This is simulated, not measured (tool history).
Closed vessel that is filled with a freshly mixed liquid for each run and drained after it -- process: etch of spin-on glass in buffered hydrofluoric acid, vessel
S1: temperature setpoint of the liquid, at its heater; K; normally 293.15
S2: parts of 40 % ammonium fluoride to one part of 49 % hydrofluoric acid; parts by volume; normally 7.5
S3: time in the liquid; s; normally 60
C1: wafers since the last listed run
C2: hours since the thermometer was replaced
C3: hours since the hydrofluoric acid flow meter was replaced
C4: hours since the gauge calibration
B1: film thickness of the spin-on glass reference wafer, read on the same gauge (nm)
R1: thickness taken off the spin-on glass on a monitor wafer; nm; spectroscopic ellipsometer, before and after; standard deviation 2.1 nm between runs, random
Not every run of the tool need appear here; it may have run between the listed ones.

run 1 day=0 | S1=293.15 S2=7.5 S3=60 | C1=0 C2=712.4 C3=979.7 C4=931.5 | B1=89.98 | R1=341.55
run 2 day=1.6 | S1=294.15 S2=7.5 S3=70 | C1=2507 C2=750.8 C3=1018.1 C4=969.9 | B1=90.04 | R1=415.08
run 3 day=3.729 | S1=293.15 S2=7.5 S3=80 | C1=3336 C2=801.9 C3=1069.2 C4=1021 | B1=90.01 | R1=456.49
run 4 day=4.792 | S1=293.15 S2=7.5 S3=80 | C1=1664 C2=827.4 C3=1094.7 C4=1046.5 | B1=89.99 | R1=459.09
run 5 day=7.104 | S1=293.15 S2=7.5 S3=80 | C1=3623 C2=882.9 C3=1150.2 C4=1102 | B1=90.03 | R1=455.33
run 6 day=8.912 | S1=293.15 S2=7.5 S3=60 | C1=2833 C2=926.3 C3=1193.6 C4=1145.4 | B1=90.01 | R1=344.52
run 7 day=10.917 | S1=293.15 S2=7.5 S3=60 | C1=3140 C2=974.4 C3=1241.7 C4=1193.5 | B1=90.02 | R1=342.85
-- day=12.296 hydrofluoric acid flow meter replaced
run 8 day=12.921 | S1=293.15 S2=7.5 S3=60 | C1=3075 C2=1022.5 C3=15 C4=1241.6 | B1=90.03 | R1=331.1
run 9 day=15.842 | S1=293.15 S2=7.5 S3=60 | C1=4577 C2=1092.6 C3=85.1 C4=1311.7 | B1=89.99 | R1=326.1
run 10 day=17.979 | S1=293.15 S2=7.5 S3=60 | C1=3349 C2=1143.9 C3=136.4 C4=1363 | B1=90.01 | R1=334.29
run 11 day=19.429 | S1=293.15 S2=7.5 S3=60 | C1=2272 C2=1178.7 C3=171.2 C4=1397.8 | B1=89.97 | R1=333.82
run 12 day=21.062 | S1=296.65 S2=7.5 S3=30 | C1=2559 C2=1217.9 C3=210.4 C4=1437 | B1=90 | R1=202.53
run 13 day=23.371 | S1=293.15 S2=7.5 S3=60 | C1=3617 C2=1273.3 C3=265.8 C4=1492.4 | B1=90.01 | R1=336.38
-- day=28.096 gauge calibrated
run 14 day=28.179 | S1=293.15 S2=9 S3=85 | C1=7534 C2=1388.7 C3=381.2 C4=2 | B1=89.98 | R1=393.04
run 15 day=30.658 | S1=293.15 S2=7.5 S3=60 | C1=3884 C2=1448.2 C3=440.7 C4=61.5 | B1=89.99 | R1=340.05
run 16 day=33.646 | S1=293.15 S2=9 S3=60 | C1=4681 C2=1519.9 C3=512.4 C4=133.2 | B1=90 | R1=281.98
run 17 day=34.983 | S1=293.15 S2=5.5 S3=60 | C1=2095 C2=1552 C3=544.5 C4=165.3 | B1=89.99 | R1=452.41
run 18 day=36.862 | S1=293.15 S2=7.5 S3=60 | C1=2944 C2=1597.1 C3=589.6 C4=210.4 | B1=90 | R1=345.84
-- day=37.179 thermometer replaced
run 19 day=38.512 | S1=293.15 S2=7.5 S3=60 | C1=2520 C2=32 C3=629.2 C4=250 | B1=90 | R1=331.59
run 20 day=40.267 | S1=293.15 S2=6 S3=80 | C1=2748 C2=74.1 C3=671.3 C4=292.1 | B1=90.01 | R1=543.4
run 21 day=42.054 | S1=293.15 S2=7.5 S3=60 | C1=2801 C2=117 C3=714.2 C4=335 | B1=89.99 | R1=341.19
run 22 day=43.288 | S1=293.15 S2=7.5 S3=60 | C1=1932 C2=146.6 C3=743.8 C4=364.6 | B1=89.98 | R1=338.13
run 23 day=45.45 | S1=291.15 S2=10.5 S3=60 | C1=3388 C2=198.5 C3=795.7 C4=416.5 | B1=90 | R1=217.89
run 24 day=47.075 | S1=291.15 S2=9 S3=60 | C1=2546 C2=237.5 C3=834.7 C4=455.5 | B1=90.01 | R1=247.03
run 25 day=48.383 | S1=290.65 S2=7.5 S3=90 | C1=2050 C2=268.9 C3=866.1 C4=486.9 | B1=90.04 | R1=445.05
run 26 day=50.562 | S1=293.15 S2=7.5 S3=60 | C1=3414 C2=321.2 C3=918.4 C4=539.2 | B1=90.02 | R1=336
run 27 day=52.108 | S1=293.15 S2=6.5 S3=40 | C1=2422 C2=358.3 C3=955.5 C4=576.3 | B1=89.99 | R1=256.82
run 28 day=54.446 | S1=293.15 S2=7.5 S3=60 | C1=3662 C2=414.4 C3=1011.6 C4=632.4 | B1=89.99 | R1=345.35

What will run 29 give?
run 29 day=55.733 | S1=290.15 S2=9.5 S3=90 | C1=2017 C2=445.3 C3=1042.5 C4=663.3 | B1=? | R1=?

{"run 29": {"B1": 90, "R1": 336.59}}
On a tool with no hidden condition, and with the same random variation, this run would have come out at R1 313.28 nm.
